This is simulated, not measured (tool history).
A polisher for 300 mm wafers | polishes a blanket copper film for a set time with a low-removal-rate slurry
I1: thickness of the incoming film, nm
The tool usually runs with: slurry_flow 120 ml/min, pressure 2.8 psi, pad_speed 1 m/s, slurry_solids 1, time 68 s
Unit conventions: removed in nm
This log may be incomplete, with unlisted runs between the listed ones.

run 1 hour=0 | slurry_flow=120 pressure=2.8 pad_speed=1 slurry_solids=1 time=68 | I1=1347.4 | removed=166.7
run 2 hour=21.1 | slurry_flow=120 pressure=2.8 pad_speed=1 slurry_solids=1 time=68 | I1=1337 | removed=165.1
run 3 hour=40.3 | slurry_flow=100 pressure=2.8 pad_speed=1 slurry_solids=1 time=68 | I1=1316.1 | removed=159.2
-- hour=59.2 worn pad replaced by a new one
run 4 hour=70.4 | slurry_flow=100 pressure=2.8 pad_speed=1 slurry_solids=1 time=68 | I1=1337.8 | removed=158.8
run 5 hour=89.4 | slurry_flow=120 pressure=2.8 pad_speed=1.12 slurry_solids=1 time=59 | I1=1328.7 | removed=163
run 6 hour=117.2 | slurry_flow=120 pressure=2.8 pad_speed=1.12 slurry_solids=1 time=59 | I1=1327.7 | removed=159.4
run 7 hour=152.8 | slurry_flow=120 pressure=3.6 pad_speed=1 slurry_solids=1 time=68 | I1=1313.7 | removed=207.9
-- hour=162.4 head pressure recalibrated
-- hour=177.4 slurry blender recalibrated
run 8 hour=184.3 | slurry_flow=120 pressure=2.8 pad_speed=1 slurry_solids=1 time=68 | I1=1349.2 | removed=179.9
run 9 hour=218.3 | slurry_flow=120 pressure=2.8 pad_speed=1 slurry_solids=1 time=68 | I1=1310 | removed=175.6
run 10 hour=261.2 | slurry_flow=120 pressure=2.8 pad_speed=1 slurry_solids=1.2 time=86 | I1=1326.6 | removed=228.9
-- hour=275.1 worn pad replaced by a new one
-- hour=301.2 slurry nozzle cleaned
run 11 hour=324.5 | slurry_flow=95 pressure=2.3 pad_speed=1 slurry_solids=0.85 time=68 | I1=1328.9 | removed=129.4
run 12 hour=345.7 | slurry_flow=120 pressure=2.8 pad_speed=1 slurry_solids=1 time=68 | I1=1339.1 | removed=169.1
run 13 hour=379.3 | slurry_flow=120 pressure=2.8 pad_speed=1 slurry_solids=1 time=68 | I1=1342.1 | removed=169.2
run 14 hour=405.7 | slurry_flow=105 pressure=2.8 pad_speed=1 slurry_solids=0.8 time=79 | I1=1342.2 | removed=180.5
run 15 hour=421 | slurry_flow=160 pressure=2.8 pad_speed=1 slurry_solids=1.25 time=68 | I1=1327.4 | removed=186.2
-- hour=430.5 slurry blender recalibrated
run 16 hour=445.1 | slurry_flow=155 pressure=1.8 pad_speed=0.72 slurry_solids=1.15 time=68 | I1=1326.6 | removed=88.3
run 17 hour=459.9 | slurry_flow=120 pressure=2.8 pad_speed=1 slurry_solids=0.9 time=89 | I1=1315.9 | removed=213.1
-- hour=465.6 worn pad replaced by a new one
run 18 hour=492.6 | slurry_flow=150 pressure=2.8 pad_speed=1.26 slurry_solids=1.3 time=52 | I1=1324.2 | removed=179.5
run 19 hour=523.4 | slurry_flow=140 pressure=2.8 pad_speed=1 slurry_solids=1 time=46 | I1=1347.9 | removed=116
run 20 hour=555.2 | slurry_flow=140 pressure=2.8 pad_speed=1 slurry_solids=1 time=46 | I1=1346 | removed=116.7
run 21 hour=573.4 | slurry_flow=150 pressure=1.9 pad_speed=1 slurry_solids=1.2 time=68 | I1=1317.6 | removed=129
-- hour=593 head pressure recalibrated
run 22 hour=602.6 | slurry_flow=120 pressure=2.8 pad_speed=1 slurry_solids=0.9 time=53 | I1=1325.9 | removed=137.2
run 23 hour=619.2 | slurry_flow=120 pressure=2.8 pad_speed=1 slurry_solids=1 time=88 | I1=1314 | removed=232.8
-- hour=634.7 slurry nozzle cleaned
run 24 hour=648.3 | slurry_flow=120 pressure=2.8 pad_speed=1 slurry_solids=1 time=68 | I1=1312.7 | removed=173.5
-- hour=673.7 slurry blender recalibrated
-- hour=688 worn pad replaced by a new one
run 25 hour=741.6 | slurry_flow=120 pressure=3.1 pad_speed=1.32 slurry_solids=1.25 time=49 | I1=1335.3 | removed=185.1
run 26 hour=754 | slurry_flow=120 pressure=2.8 pad_speed=1 slurry_solids=0.85 time=68 | I1=1311.4 | removed=167.5
run 27 hour=780.8 | slurry_flow=120 pressure=2.8 pad_speed=1 slurry_solids=1 time=87 | I1=1348.6 | removed=218.7
run 28 hour=796.6 | slurry_flow=135 pressure=2.8 pad_speed=1 slurry_solids=0.75 time=84 | I1=1339.2 | removed=204.5
run 29 hour=810.9 | slurry_flow=120 pressure=2.5 pad_speed=1.26 slurry_solids=1 time=68 | I1=1339.3 | removed=190.4

Per-run results on a tool with no hidden state, each run keeping its own random variation:
Hidden state present: removal rate lost through wear of the pad, %; slurry flow missing at the pad, %; deviation of the head's pressure from its setpoint, %; abrasive missing from the slurry, %.
run=1 removed=180.5
run=2 removed=179.3
run=3 removed=173.2
run=4 removed=173.2
run=5 removed=178
run=6 removed=174.3
run=7 removed=227.7
run=8 removed=181.2
run=9 removed=179.9
run=10 removed=238.5
run=11 removed=137.3
run=12 removed=180.1
run=13 removed=181.2
run=14 removed=194
run=15 removed=200.5
run=16 removed=95.3
run=17 removed=230.2
run=18 removed=194.3
run=19 removed=125.8
run=20 removed=126.8
run=21 removed=140.3
run=22 removed=137.4
run=23 removed=235.3
run=24 removed=178.1
run=25 removed=196
run=26 removed=177.8
run=27 removed=233.4
run=28 removed=218.8
run=29 removed=204.3
